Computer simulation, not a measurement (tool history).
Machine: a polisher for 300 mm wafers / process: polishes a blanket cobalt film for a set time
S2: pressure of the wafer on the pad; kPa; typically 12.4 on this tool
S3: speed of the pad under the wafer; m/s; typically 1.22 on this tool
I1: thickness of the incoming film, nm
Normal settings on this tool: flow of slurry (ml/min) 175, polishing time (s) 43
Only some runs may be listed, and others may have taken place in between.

run 1 hour=0 | flow_of_slurry_(ml/min)=175 S2=12.4 S3=1.22 polishing_time_(s)=43 | I1=666.4 | film_removed_(Å)=2016
run 2 hour=89.9 | flow_of_slurry_(ml/min)=175 S2=12.4 S3=1.22 polishing_time_(s)=43 | I1=675.7 | film_removed_(Å)=2005
run 3 hour=134.1 | flow_of_slurry_(ml/min)=175 S2=12.4 S3=1.22 polishing_time_(s)=43 | I1=677.8 | film_removed_(Å)=2043
run 4 hour=177.2 | flow_of_slurry_(ml/min)=175 S2=12.4 S3=1.22 polishing_time_(s)=43 | I1=669.5 | film_removed_(Å)=2033
run 5 hour=283.3 | flow_of_slurry_(ml/min)=175 S2=12.4 S3=1.22 polishing_time_(s)=43 | I1=675.5 | film_removed_(Å)=1978
-- hour=294.1 worn pad replaced by a new one
run 6 hour=332 | flow_of_slurry_(ml/min)=175 S2=12.4 S3=1.22 polishing_time_(s)=43 | I1=667.7 | film_removed_(Å)=1964
run 7 hour=374.3 | flow_of_slurry_(ml/min)=175 S2=13.8 S3=1.22 polishing_time_(s)=43 | I1=673.1 | film_removed_(Å)=2102
run 8 hour=473.8 | flow_of_slurry_(ml/min)=175 S2=12.4 S3=1.22 polishing_time_(s)=43 | I1=679.4 | film_removed_(Å)=1919
-- hour=489 slurry nozzle cleaned
run 9 hour=540.2 | flow_of_slurry_(ml/min)=175 S2=12.4 S3=1.22 polishing_time_(s)=43 | I1=670.5 | film_removed_(Å)=2064
run 10 hour=576.6 | flow_of_slurry_(ml/min)=175 S2=12.4 S3=1.22 polishing_time_(s)=43 | I1=676.3 | film_removed_(Å)=2038
run 11 hour=666.7 | flow_of_slurry_(ml/min)=175 S2=12.4 S3=1.22 polishing_time_(s)=43 | I1=665.6 | film_removed_(Å)=2059
run 12 hour=766.5 | flow_of_slurry_(ml/min)=175 S2=12.4 S3=1.22 polishing_time_(s)=43 | I1=673.5 | film_removed_(Å)=2082
run 13 hour=868.6 | flow_of_slurry_(ml/min)=175 S2=12.4 S3=1.22 polishing_time_(s)=43 | I1=662.9 | film_removed_(Å)=2050
-- hour=916.6 worn pad replaced by a new one
run 14 hour=925.5 | flow_of_slurry_(ml/min)=175 S2=12.4 S3=1.22 polishing_time_(s)=43 | I1=676 | film_removed_(Å)=2035
-- hour=1102 head pressure recalibrated
-- hour=1212.3 slurry nozzle cleaned
run 15 hour=1230.9 | flow_of_slurry_(ml/min)=150 S2=12.4 S3=1.22 polishing_time_(s)=32 | I1=674.4 | film_removed_(Å)=1510
run 16 hour=1303.7 | flow_of_slurry_(ml/min)=150 S2=12.4 S3=1.22 polishing_time_(s)=32 | I1=675.2 | film_removed_(Å)=1491
run 17 hour=1373.2 | flow_of_slurry_(ml/min)=175 S2=11 S3=1.22 polishing_time_(s)=43 | I1=667.9 | film_removed_(Å)=1904
run 18 hour=1428 | flow_of_slurry_(ml/min)=155 S2=11 S3=0.82 polishing_time_(s)=38 | I1=676.2 | film_removed_(Å)=1120
-- hour=1520.1 worn pad replaced by a new one
run 19 hour=1726.5 | flow_of_slurry_(ml/min)=150 S2=12.4 S3=1.22 polishing_time_(s)=32 | I1=680.9 | film_removed_(Å)=1416
-- hour=1833.6 slurry nozzle cleaned
run 20 hour=1890.3 | flow_of_slurry_(ml/min)=175 S2=12.4 S3=1.22 polishing_time_(s)=43 | I1=678.8 | film_removed_(Å)=2029
run 21 hour=1992.8 | flow_of_slurry_(ml/min)=195 S2=9.7 S3=1.58 polishing_time_(s)=43 | I1=657.4 | film_removed_(Å)=2301
run 22 hour=2094.7 | flow_of_slurry_(ml/min)=235 S2=12.4 S3=0.92 polishing_time_(s)=43 | I1=673.2 | film_removed_(Å)=1574
run 23 hour=2148.8 | flow_of_slurry_(ml/min)=175 S2=11 S3=1.38 polishing_time_(s)=43 | I1=664.4 | film_removed_(Å)=2102
-- hour=2225.2 head pressure recalibrated
run 24 hour=2230.1 | flow_of_slurry_(ml/min)=175 S2=12.4 S3=1.22 polishing_time_(s)=43 | I1=674 | film_removed_(Å)=2010
run 25 hour=2292.7 | flow_of_slurry_(ml/min)=175 S2=8.3 S3=0.88 polishing_time_(s)=43 | I1=675 | film_removed_(Å)=1168
-- hour=2315.3 worn pad replaced by a new one
run 26 hour=2329.8 | flow_of_slurry_(ml/min)=175 S2=12.4 S3=1.22 polishing_time_(s)=43 | I1=661.5 | film_removed_(Å)=1959
run 27 hour=2407.9 | flow_of_slurry_(ml/min)=175 S2=12.4 S3=1.22 polishing_time_(s)=43 | I1=666.2 | film_removed_(Å)=1941
run 28 hour=2485.5 | flow_of_slurry_(ml/min)=140 S2=14.5 S3=1.22 polishing_time_(s)=43 | I1=664.8 | film_removed_(Å)=1971
run 29 hour=2551.2 | flow_of_slurry_(ml/min)=230 S2=15.9 S3=1 polishing_time_(s)=43 | I1=663.3 | film_removed_(Å)=1873
-- hour=2592.9 slurry nozzle cleaned
run 30 hour=2642.2 | flow_of_slurry_(ml/min)=145 S2=15.9 S3=1.48 polishing_time_(s)=28 | I1=669.7 | film_removed_(Å)=1840
run 31 hour=2715.2 | flow_of_slurry_(ml/min)=175 S2=12.4 S3=1.02 polishing_time_(s)=43 | I1=670.9 | film_removed_(Å)=1720
run 32 hour=2758 | flow_of_slurry_(ml/min)=175 S2=12.4 S3=1.22 polishing_time_(s)=32 | I1=666.5 | film_removed_(Å)=1543
run 33 hour=2848.2 | flow_of_slurry_(ml/min)=175 S2=12.4 S3=1.22 polishing_time_(s)=33 | I1=673.2 | film_removed_(Å)=1572
run 34 hour=2929.3 | flow_of_slurry_(ml/min)=175 S2=9.7 S3=0.96 polishing_time_(s)=43 | I1=676.4 | film_removed_(Å)=1377
run 35 hour=3004.1 | flow_of_slurry_(ml/min)=175 S2=12.4 S3=1.22 polishing_time_(s)=43 | I1=675.4 | film_removed_(Å)=2007
run 36 hour=3060.3 | flow_of_slurry_(ml/min)=200 S2=12.4 S3=0.86 polishing_time_(s)=38 | I1=669 | film_removed_(Å)=1277
-- hour=3076 worn pad replaced by a new one
run 37 hour=3114.9 | flow_of_slurry_(ml/min)=175 S2=11 S3=1.22 polishing_time_(s)=43 | I1=671.7 | film_removed_(Å)=1853
-- hour=3200 slurry nozzle cleaned
run 38 hour=3212.4 | flow_of_slurry_(ml/min)=175 S2=12.4 S3=1.22 polishing_time_(s)=43 | I1=660.5 | film_removed_(Å)=2044

3 options for the next run, each taken on its own from the tool as it stands now. Forecast them:
run A hour=3212.8 | flow_of_slurry_(ml/min)=175 S2=12.4 S3=1.22 polishing_time_(s)=43 | I1=662.3 | film_removed_(Å)=?
run B hour=3212.8 | flow_of_slurry_(ml/min)=150 S2=15.9 S3=1.22 polishing_time_(s)=43 | I1=662.3 | film_removed_(Å)=?
run C hour=3212.8 | flow_of_slurry_(ml/min)=145 S2=9 S3=1.52 polishing_time_(s)=37 | I1=662.3 | film_removed_(Å)=?

run=A film_removed_(Å)=2089
run=B film_removed_(Å)=2385
run=C film_removed_(Å)=1817
Without the tool's unlogged condition, the same runs would have read:
run=A film_removed_(Å)=2094
run=B film_removed_(Å)=2391
run=C film_removed_(Å)=1822
